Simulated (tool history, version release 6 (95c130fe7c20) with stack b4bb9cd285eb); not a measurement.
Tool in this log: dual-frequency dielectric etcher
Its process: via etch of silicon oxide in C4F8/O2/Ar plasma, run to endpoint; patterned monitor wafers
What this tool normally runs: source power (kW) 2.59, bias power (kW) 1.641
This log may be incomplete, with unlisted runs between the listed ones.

run	hour	source power (kW)	bias power (kW)	incoming incoming film thickness, nm	endpoint time (s)
1	0	2.59	1.641	1230.8	251.1
2	27	2.31	1.37	1249.1	287.6
3	55.3	2.31	1.37	1241.5	286.9
4	67.5	2.31	1.37	1240.6	286.8
5	90.6	2.59	1.641	1234.1	253.6
# hour 114.7: source power generator calibrated
# hour 131.8: wet clean of the chamber
# hour 141.4: upper electrode replaced
6	141.9	2.59	1.641	1238.8	258
7	142.3	2.59	1.641	1239.8	259.1
8	153	2.04	1.641	1244.4	288.3
# hour 166.2: bias power generator calibrated
9	179.6	2.59	1.744	1250.3	256.5
# hour 210.4: wet clean of the chamber, repeated, since the last time left the tool worse
10	210.9	2.26	1.391	1241.8	282.1
11	232.1	2.59	1.641	1243.9	250.7
12	253.4	3.06	1.641	1261	238.8
13	268.2	2.9	1.41	1230.5	248.6
14	302.6	2.59	1.641	1227.2	249.3
15	337.7	2.59	1.268	1252.4	277.8

Branching from run 15: 4 alternative next runs. What would each branch give?
A	338.2	2.59	1.641	1245.4	?
B	338.2	3.03	2.01	1245.4	?
C	338.2	2.94	1.756	1245.4	?
D	338.2	2.81	1.467	1245.4	?

run	endpoint time (s)
A	253.3
B	220.4
C	233.9
D	253.7
Take away the tool's hidden state, keep each run's random variation, and the runs would have read:
run	endpoint time (s)
A	251.6
B	218.9
C	232.3
D	252

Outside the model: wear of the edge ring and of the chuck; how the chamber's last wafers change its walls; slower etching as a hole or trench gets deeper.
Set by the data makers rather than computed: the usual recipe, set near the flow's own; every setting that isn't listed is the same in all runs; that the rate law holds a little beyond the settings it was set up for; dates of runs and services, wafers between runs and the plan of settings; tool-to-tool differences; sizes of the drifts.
